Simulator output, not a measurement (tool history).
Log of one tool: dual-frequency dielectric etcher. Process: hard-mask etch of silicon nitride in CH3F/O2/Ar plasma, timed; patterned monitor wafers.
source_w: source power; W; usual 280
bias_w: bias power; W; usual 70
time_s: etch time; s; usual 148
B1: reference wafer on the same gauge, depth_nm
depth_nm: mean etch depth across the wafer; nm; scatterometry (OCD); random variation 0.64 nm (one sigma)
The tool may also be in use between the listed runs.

Run 1, day 0: usual settings but source_w 240 W, bias_w 75 W; B1 80.2. Result: depth_nm 94.1 nm.
Run 2, day 3.471: usual settings; B1 80.2. Result: depth_nm 92.9 nm.
Run 3, day 6.054: usual settings; B1 80.5. Result: depth_nm 94.2 nm.
Run 4, day 9.792: usual settings; B1 80.3. Result: depth_nm 95.9 nm.
Run 5, day 11.558: usual settings; B1 80.2. Result: depth_nm 94.9 nm.
Run 6, day 15.592: usual settings; B1 80.7. Result: depth_nm 97.9 nm.
Run 7, day 19.492: usual settings but source_w 230 W, time_s 117 s; B1 80.5. Result: depth_nm 66.9 nm.
Run 8, day 23.833: usual settings but source_w 230 W, time_s 117 s; B1 80.4. Result: depth_nm 65.5 nm.
Run 9, day 25.679: usual settings but source_w 230 W, time_s 117 s; B1 80.4. Result: depth_nm 67.1 nm.
Run 10, day 28.317: usual settings; B1 80.4. Result: depth_nm 95.3 nm.
Run 11, day 31.233: usual settings but source_w 230 W; B1 80.5. Result: depth_nm 85.1 nm.
Run 12, day 33.725: usual settings but source_w 230 W; B1 80.4. Result: depth_nm 86.7 nm.
Run 13, day 37.554: usual settings; B1 80.5. Result: depth_nm 93.6 nm.
Run 14, day 39.321: usual settings but bias_w 85 W; B1 80.4. Result: depth_nm 101.7 nm.
Run 15, day 42.112: usual settings but source_w 240 W, time_s 161.5 s; B1 80.6. Result: depth_nm 94.1 nm.
Run 16, day 44.862: usual settings; B1 80.6. Result: depth_nm 95.2 nm.
Run 17, day 57: usual settings but bias_w 65 W, time_s 176 s; B1 80.5. Result: depth_nm 109.5 nm.
Run 18, day 58.767: usual settings but source_w 320 W, bias_w 75 W, time_s 184.5 s; B1 80.4. Result: depth_nm 130.5 nm.
Run 19, day 62.608: usual settings but source_w 240 W, bias_w 75 W; B1 80.7. Result: depth_nm 93.5 nm.
Run 20, day 65.675: usual settings but source_w 250 W, bias_w 87 W; B1 80.3. Result: depth_nm 102.7 nm.
Run 21, day 68.308: usual settings but source_w 220 W, bias_w 58 W, time_s 172.5 s; B1 80.3. Result: depth_nm 91.9 nm.
Run 22, day 70.296: usual settings but source_w 260 W, bias_w 80 W, time_s 166.5 s; B1 80.4. Result: depth_nm 107 nm.
Run 23, day 72.754: usual settings but time_s 121 s; B1 80.3. Result: depth_nm 77.5 nm.
Run 24, day 75.171: usual settings but source_w 240 W; B1 80.3. Result: depth_nm 86.9 nm.

Taken out of this log: 9 entries between the listed runs. Where each belongs, and how the hidden state differs across it:
Between runs 1 and 2: wet clean of the chamber (day 0.95)
  etch rate over this chamber's usual, %: 5.99 -> 0.654
  measured less the result without the state, depth_nm: +5.3 -> +0.6 nm
Between runs 6 and 7: wet clean of the chamber (day 19.283)
  etch rate over this chamber's usual, %: 4.41 -> 0.117
  measured less the result without the state, depth_nm: +4.1 -> +0 nm
Between runs 10 and 11: upper electrode replaced (day 31.212)
  etch rate over this chamber's usual, %: 2.86 -> 3.76
  measured less the result without the state, depth_nm: +2.7 -> +3.1 nm
Between runs 12 and 13: gauge calibrated (day 34.971); wet clean of the chamber (day 35.833)
  etch rate over this chamber's usual, %: 4.53 -> 0.56
  measured less the result without the state, depth_nm: +3.8 -> +0.5 nm
Between runs 16 and 17: wet clean of the chamber (day 50.421); bias power generator calibrated (day 53.054)
  etch rate over this chamber's usual, %: 2.83 -> 2.78
  measured less the result without the state, depth_nm: +2.7 -> +2.9 nm
Between runs 17 and 18: source power generator calibrated (day 58.246)
  etch rate over this chamber's usual, %: 2.78 -> 3.33
  measured less the result without the state, depth_nm: +2.9 -> +4.2 nm
Between runs 21 and 22: wet clean of the chamber (day 69.383)
  etch rate over this chamber's usual, %: 6.29 -> 0.134
  measured less the result without the state, depth_nm: +5.4 -> +0.1 nm
